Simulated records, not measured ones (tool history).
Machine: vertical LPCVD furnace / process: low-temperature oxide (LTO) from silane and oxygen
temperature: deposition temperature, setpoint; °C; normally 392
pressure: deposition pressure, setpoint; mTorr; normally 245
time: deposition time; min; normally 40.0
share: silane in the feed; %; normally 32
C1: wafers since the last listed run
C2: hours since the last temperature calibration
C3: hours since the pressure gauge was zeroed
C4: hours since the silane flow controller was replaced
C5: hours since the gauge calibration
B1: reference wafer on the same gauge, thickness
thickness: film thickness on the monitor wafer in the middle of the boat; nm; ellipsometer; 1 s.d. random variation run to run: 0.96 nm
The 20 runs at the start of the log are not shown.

{"run": 21, "hour": 512.3, "temperature": 395, "pressure": 285, "time": 40.0, "share": 36, "C1": 255, "C2": 164.8, "C3": 110.0, "C4": 202.9, "C5": 435.3, "B1": 261.82, "thickness": 362.91}
{"run": 22, "hour": 547.5, "temperature": 401, "pressure": 245, "time": 32.0, "share": 28, "C1": 437, "C2": 200.0, "C3": 145.2, "C4": 238.1, "C5": 470.5, "B1": 261.55, "thickness": 187.97}
{"run": 23, "hour": 563.0, "temperature": 392, "pressure": 245, "time": 46.5, "share": 28, "C1": 192, "C2": 215.5, "C3": 160.7, "C4": 253.6, "C5": 486.0, "B1": 261.96, "thickness": 247.25}
{"run": 24, "hour": 597.5, "temperature": 386, "pressure": 245, "time": 40.0, "share": 26, "C1": 428, "C2": 250.0, "C3": 195.2, "C4": 288.1, "C5": 520.5, "B1": 261.55, "thickness": 173.93}
{"run": 25, "hour": 621.5, "temperature": 382, "pressure": 300, "time": 53.0, "share": 30, "C1": 298, "C2": 274.0, "C3": 219.2, "C4": 312.1, "C5": 544.5, "B1": 261.14, "thickness": 331.31}
{"run": 26, "hour": 642.4, "temperature": 392, "pressure": 245, "time": 46.0, "share": 32, "C1": 259, "C2": 294.9, "C3": 240.1, "C4": 333.0, "C5": 565.4, "B1": 261.28, "thickness": 295.24}
{"run": 27, "hour": 667.9, "temperature": 392, "pressure": 245, "time": 40.0, "share": 32, "C1": 316, "C2": 320.4, "C3": 265.6, "C4": 358.5, "C5": 590.9, "B1": 261.21, "thickness": 257.67}
{"run": 28, "hour": 692.9, "temperature": 392, "pressure": 290, "time": 55.5, "share": 36, "C1": 310, "C2": 345.4, "C3": 290.6, "C4": 383.5, "C5": 615.9, "B1": 261.17, "thickness": 494.59}
{"run": 29, "hour": 709.6, "temperature": 392, "pressure": 245, "time": 40.0, "share": 32, "C1": 207, "C2": 362.1, "C3": 307.3, "C4": 400.2, "C5": 632.6, "B1": 260.93, "thickness": 254.4}
{"run": 30, "hour": 727.4, "temperature": 392, "pressure": 245, "time": 40.0, "share": 32, "C1": 221, "C2": 379.9, "C3": 325.1, "C4": 418.0, "C5": 650.4, "B1": 260.82, "thickness": 257.13}

Alternative continuations, all from the tool just after run 30; predict every row:
{"run": "A", "hour": 732.8, "temperature": 392, "pressure": 245, "time": 40.0, "share": 32, "C1": 67, "C2": 385.3, "C3": 330.5, "C4": 423.4, "C5": 655.8, "B1": "?", "thickness": "?"}
{"run": "B", "hour": 732.8, "temperature": 397, "pressure": 245, "time": 31.5, "share": 35, "C1": 67, "C2": 385.3, "C3": 330.5, "C4": 423.4, "C5": 655.8, "B1": "?", "thickness": "?"}
{"run": "C", "hour": 732.8, "temperature": 404, "pressure": 245, "time": 40.0, "share": 32, "C1": 67, "C2": 385.3, "C3": 330.5, "C4": 423.4, "C5": 655.8, "B1": "?", "thickness": "?"}
{"run": "D", "hour": 732.8, "temperature": 392, "pressure": 295, "time": 40.0, "share": 36, "C1": 67, "C2": 385.3, "C3": 330.5, "C4": 423.4, "C5": 655.8, "B1": "?", "thickness": "?"}
{"run": "E", "hour": 732.8, "temperature": 392, "pressure": 190, "time": 26.5, "share": 32, "C1": 67, "C2": 385.3, "C3": 330.5, "C4": 423.4, "C5": 655.8, "B1": "?", "thickness": "?"}

run=A B1=260.83 thickness=254.70
run=B B1=260.83 thickness=241.09
run=C B1=260.83 thickness=293.51
run=D B1=260.83 thickness=361.10
run=E B1=260.83 thickness=130.86
Without the tool's hidden state the same runs would have given:
run=A thickness=262.70
run=B thickness=248.66
run=C thickness=302.73
run=D thickness=372.44
run=E thickness=134.97

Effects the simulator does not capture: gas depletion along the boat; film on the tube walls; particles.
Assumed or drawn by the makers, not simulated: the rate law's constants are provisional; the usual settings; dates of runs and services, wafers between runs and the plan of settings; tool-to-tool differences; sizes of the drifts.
